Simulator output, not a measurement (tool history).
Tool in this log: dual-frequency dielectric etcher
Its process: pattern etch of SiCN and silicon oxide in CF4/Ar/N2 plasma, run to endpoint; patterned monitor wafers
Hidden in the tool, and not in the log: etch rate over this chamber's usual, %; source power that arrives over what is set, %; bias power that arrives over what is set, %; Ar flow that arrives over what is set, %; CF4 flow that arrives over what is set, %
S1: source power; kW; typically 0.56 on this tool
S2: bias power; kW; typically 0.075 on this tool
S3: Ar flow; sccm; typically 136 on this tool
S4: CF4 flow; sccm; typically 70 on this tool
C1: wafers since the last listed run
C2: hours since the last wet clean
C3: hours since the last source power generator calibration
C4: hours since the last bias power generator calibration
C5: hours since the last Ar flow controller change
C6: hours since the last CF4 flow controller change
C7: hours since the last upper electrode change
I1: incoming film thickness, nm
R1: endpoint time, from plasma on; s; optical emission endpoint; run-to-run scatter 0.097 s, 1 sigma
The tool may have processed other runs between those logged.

run 1 hour=0 | S1=0.65 S2=0.066 S3=136 S4=70 | C1=0 C2=258 C3=279 C4=3233.8 C5=4454.3 C6=2095.4 C7=208.5 | I1=14.6 | R1=12.5
run 2 hour=22.4 | S1=0.65 S2=0.066 S3=136 S4=70 | C1=345 C2=280.4 C3=301.4 C4=3256.2 C5=4476.7 C6=2117.8 C7=230.9 | I1=14.47 | R1=12.6
run 3 hour=56.1 | S1=0.56 S2=0.075 S3=115 S4=70 | C1=519 C2=314.1 C3=335.1 C4=3289.9 C5=4510.4 C6=2151.5 C7=264.6 | I1=14.47 | R1=13.3
run 4 hour=86.1 | S1=0.56 S2=0.075 S3=136 S4=70 | C1=462 C2=344.1 C3=365.1 C4=3319.9 C5=4540.4 C6=2181.5 C7=294.6 | I1=14.61 | R1=13.8
-- hour=94.3 Ar flow controller replaced
run 5 hour=111 | S1=0.68 S2=0.092 S3=136 S4=70 | C1=291 C2=369 C3=390 C4=3344.8 C5=16.7 C6=2206.4 C7=319.5 | I1=14.6 | R1=11.2
run 6 hour=134.8 | S1=0.56 S2=0.075 S3=136 S4=81 | C1=367 C2=392.8 C3=413.8 C4=3368.6 C5=40.5 C6=2230.2 C7=343.3 | I1=14.59 | R1=13.4
-- hour=151.5 bias power generator calibrated
run 7 hour=153.1 | S1=0.44 S2=0.075 S3=169 S4=54 | C1=220 C2=411.1 C3=432.1 C4=1.6 C5=58.8 C6=2248.5 C7=361.6 | I1=14.76 | R1=17.8
-- hour=209.7 wet clean of the chamber
-- hour=262.1 CF4 flow controller replaced
run 8 hour=262.6 | S1=0.56 S2=0.075 S3=164 S4=77 | C1=1226 C2=52.9 C3=541.6 C4=111.1 C5=168.3 C6=0.5 C7=471.1 | I1=14.6 | R1=14.6
run 9 hour=273.9 | S1=0.63 S2=0.075 S3=136 S4=70 | C1=174 C2=64.2 C3=552.9 C4=122.4 C5=179.6 C6=11.8 C7=482.4 | I1=14.65 | R1=12.9
run 10 hour=294 | S1=0.68 S2=0.075 S3=136 S4=84 | C1=310 C2=84.3 C3=573 C4=142.5 C5=199.7 C6=31.9 C7=502.5 | I1=14.66 | R1=11.9
run 11 hour=327.2 | S1=0.56 S2=0.085 S3=136 S4=77 | C1=512 C2=117.5 C3=606.2 C4=175.7 C5=232.9 C6=65.1 C7=535.7 | I1=14.28 | R1=13.1
run 12 hour=360.1 | S1=0.46 S2=0.075 S3=136 S4=61 | C1=507 C2=150.4 C3=639.1 C4=208.6 C5=265.8 C6=98 C7=568.6 | I1=14.64 | R1=16.6
run 13 hour=373.8 | S1=0.56 S2=0.075 S3=136 S4=70 | C1=211 C2=164.1 C3=652.8 C4=222.3 C5=279.5 C6=111.7 C7=582.3 | I1=14.57 | R1=14
run 14 hour=407.4 | S1=0.62 S2=0.059 S3=136 S4=70 | C1=518 C2=197.7 C3=686.4 C4=255.9 C5=313.1 C6=145.3 C7=615.9 | I1=14.64 | R1=13.5
run 15 hour=426.6 | S1=0.56 S2=0.085 S3=150 S4=70 | C1=296 C2=216.9 C3=705.6 C4=275.1 C5=332.3 C6=164.5 C7=635.1 | I1=14.62 | R1=13.7
run 16 hour=443.8 | S1=0.56 S2=0.075 S3=104 S4=70 | C1=265 C2=234.1 C3=722.8 C4=292.3 C5=349.5 C6=181.7 C7=652.3 | I1=14.6 | R1=13
run 17 hour=471.6 | S1=0.44 S2=0.075 S3=136 S4=70 | C1=428 C2=261.9 C3=750.6 C4=320.1 C5=377.3 C6=209.5 C7=680.1 | I1=14.59 | R1=16.4
run 18 hour=494.8 | S1=0.56 S2=0.075 S3=136 S4=85 | C1=357 C2=285.1 C3=773.8 C4=343.3 C5=400.5 C6=232.7 C7=703.3 | I1=14.69 | R1=13.4
run 19 hour=512.1 | S1=0.56 S2=0.085 S3=136 S4=70 | C1=266 C2=302.4 C3=791.1 C4=360.6 C5=417.8 C6=250 C7=720.6 | I1=14.51 | R1=13.2
run 20 hour=524.6 | S1=0.56 S2=0.075 S3=104 S4=70 | C1=192 C2=314.9 C3=803.6 C4=373.1 C5=430.3 C6=262.5 C7=733.1 | I1=14.49 | R1=12.7
run 21 hour=538.1 | S1=0.56 S2=0.075 S3=136 S4=70 | C1=208 C2=328.4 C3=817.1 C4=386.6 C5=443.8 C6=276 C7=746.6 | I1=14.65 | R1=13.6
run 22 hour=565.5 | S1=0.56 S2=0.081 S3=107 S4=64 | C1=422 C2=355.8 C3=844.5 C4=414 C5=471.2 C6=303.4 C7=774 | I1=14.49 | R1=12.7
run 23 hour=577.5 | S1=0.67 S2=0.075 S3=136 S4=70 | C1=185 C2=367.8 C3=856.5 C4=426 C5=483.2 C6=315.4 C7=786 | I1=14.6 | R1=11.7

What the log doesn't show, run by run:
source power that arrives over what is set, %: 0 on each run
bias power that arrives over what is set, %: 0 on each run
Ar flow that arrives over what is set, %: 0 on each run
CF4 flow that arrives over what is set, %: 0 on each run
H1: etch rate over this chamber's usual, %
run=1 H1=2.44
run=2 H1=2.73
run=3 H1=3.16
run=4 H1=3.54
run=5 H1=3.86
run=6 H1=4.17
run=7 H1=4.4
run=8 H1=1.18
run=9 H1=1.33
run=10 H1=1.58
run=11 H1=2.01
run=12 H1=2.43
run=13 H1=2.61
run=14 H1=3.04
run=15 H1=3.28
run=16 H1=3.5
run=17 H1=3.86
run=18 H1=4.16
run=19 H1=4.38
run=20 H1=4.54
run=21 H1=4.71
run=22 H1=5.06
run=23 H1=5.22
